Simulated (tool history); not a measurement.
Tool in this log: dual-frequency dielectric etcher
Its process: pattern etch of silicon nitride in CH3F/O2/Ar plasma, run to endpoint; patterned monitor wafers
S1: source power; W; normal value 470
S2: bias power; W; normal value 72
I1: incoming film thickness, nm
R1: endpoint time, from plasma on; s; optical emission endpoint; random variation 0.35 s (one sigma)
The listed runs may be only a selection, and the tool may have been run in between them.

run 1 day=0.000 | S1=470 S2=72 | I1=31.07 | R1=41.0
run 2 day=0.304 | S1=470 S2=72 | I1=31.33 | R1=41.9
run 3 day=1.017 | S1=470 S2=72 | I1=30.93 | R1=40.4
run 4 day=1.408 | S1=470 S2=72 | I1=31.00 | R1=41.0
run 5 day=2.121 | S1=470 S2=72 | I1=30.91 | R1=40.1
run 6 day=2.825 | S1=470 S2=72 | I1=31.00 | R1=41.0
run 7 day=3.288 | S1=470 S2=72 | I1=30.99 | R1=41.6
run 8 day=3.904 | S1=470 S2=72 | I1=31.00 | R1=41.4
run 9 day=4.204 | S1=470 S2=84 | I1=30.91 | R1=39.5
run 10 day=4.596 | S1=470 S2=84 | I1=30.86 | R1=39.8
run 11 day=4.925 | S1=420 S2=87 | I1=31.07 | R1=40.9
run 12 day=6.179 | S1=540 S2=80 | I1=31.04 | R1=38.2
run 13 day=6.192 | S1=360 S2=64 | I1=31.02 | R1=46.7
run 14 day=6.421 | S1=470 S2=72 | I1=30.81 | R1=40.8
run 15 day=7.496 | S1=530 S2=72 | I1=31.00 | R1=40.1
run 16 day=7.512 | S1=440 S2=55 | I1=31.34 | R1=45.1
run 17 day=7.771 | S1=470 S2=56 | I1=30.62 | R1=42.6
run 18 day=8.229 | S1=470 S2=72 | I1=30.75 | R1=40.7
run 19 day=8.879 | S1=470 S2=72 | I1=31.05 | R1=40.9
run 20 day=9.617 | S1=430 S2=72 | I1=30.94 | R1=42.2
run 21 day=9.925 | S1=580 S2=79 | I1=31.01 | R1=36.7

Not shown: 4 entries that the log had between the listed runs. Between which runs, and how does the tool's hidden state differ before and after?
Logged between run 6 and run 7: bias power generator calibrated (day 3.221)
  no hidden state differs between the two runs
Logged between run 11 and run 12: wet clean of the chamber (day 6.158)
  no hidden state differs between the two runs
Logged between run 14 and run 15: source power generator calibrated (day 6.704); upper electrode replaced (day 7.475)
  no hidden state differs between the two runs
